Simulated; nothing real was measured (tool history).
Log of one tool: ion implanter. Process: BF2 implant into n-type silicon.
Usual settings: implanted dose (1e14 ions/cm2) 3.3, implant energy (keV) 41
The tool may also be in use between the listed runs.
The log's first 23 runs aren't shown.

run      day  implanted dose (1e14 ions/cm2)  implant energy (keV)  wafers since the last listed run  hours since the last dose calibration  hours since the extraction supply was calibrated  hours since the gauge calibration  read-back reference wafer on the same gauge, sheet resistance  sheet resistance of the implanted and annealed layer (ohm/square)
 24   88.092                             3.3                    41                              1436                                 1262.8                                             674.1                              549.6                                                         422.46                                                             384.28
 25   91.667                            3.65                    41                              1925                                 1348.6                                             759.9                              635.4                                                         421.94                                                             350.76
 26   95.917                             3.3                  36.5                              2289                                 1450.6                                             861.9                              737.4                                                         422.25                                                             387.39
 27   97.638                             3.3                    41                               927                                 1491.9                                             903.2                              778.7                                                         422.09                                                             385.09
 28     99.4                             3.3                  35.5                               949                                 1534.2                                             945.5                                821                                                         421.91                                                             389.19
 29  103.633                            4.22                    41                              2280                                 1635.8                                            1047.1                              922.6                                                         422.01                                                             307.96
 30  106.442                             3.8                    41                              1512                                 1703.2                                            1114.5                                990                                                         422.24                                                             338.81
     107.621  -- Faraday cup replaced and dose calibrated
 31  108.062                             3.3                    47                               693                                   10.6                                            1153.4                             1028.9                                                         422.01                                                             386.23
 32  112.333                            3.77                    53                              2300                                  113.1                                            1255.9                             1131.4                                                         422.01                                                             337.74
 33   114.05                             3.3                    41                               924                                  154.3                                            1297.1                             1172.6                                                         421.96                                                             388.93
 34  118.471                            2.97                  50.5                              2381                                  260.4                                            1403.2                             1278.7                                                         422.22                                                             417.57
 35  120.058                            3.67                    47                               855                                  298.5                                            1441.3                             1316.8                                                         421.99                                                             348.81
 36  121.979                            3.78                  32.5                              1034                                  344.6                                            1487.4                             1362.9                                                         421.94                                                             350.85
 37  124.354                            3.67                    52                              1279                                  401.6                                            1544.4                             1419.9                                                         421.95                                                             343.64
 38  126.054                            4.08                    37                               915                                  442.4                                            1585.2                             1460.7                                                         422.27                                                             323.26

3 ways to go on from here, each from the tool as it stands after run 38. What would each give?
  A  126.071                             3.3                    41                                 8                                  442.8                                            1585.6                             1461.1                                                              ?                                                                  ?
  B  126.071                            2.37                    41                                 8                                  442.8                                            1585.6                             1461.1                                                              ?                                                                  ?
  C  126.071                            2.66                    41                                 8                                  442.8                                            1585.6                             1461.1                                                              ?                                                                  ?

run  read-back reference wafer on the same gauge, sheet resistance  sheet resistance of the implanted and annealed layer (ohm/square)
  A                                                         422.06                                                             387.58
  B                                                         422.06                                                             514.28
  C                                                         422.06                                                             467.56
Without the tool's hidden state the same runs would have given:
run  sheet resistance of the implanted and annealed layer (ohm/square)
  A                                                             391.07
  B                                                             518.46
  C                                                             471.49
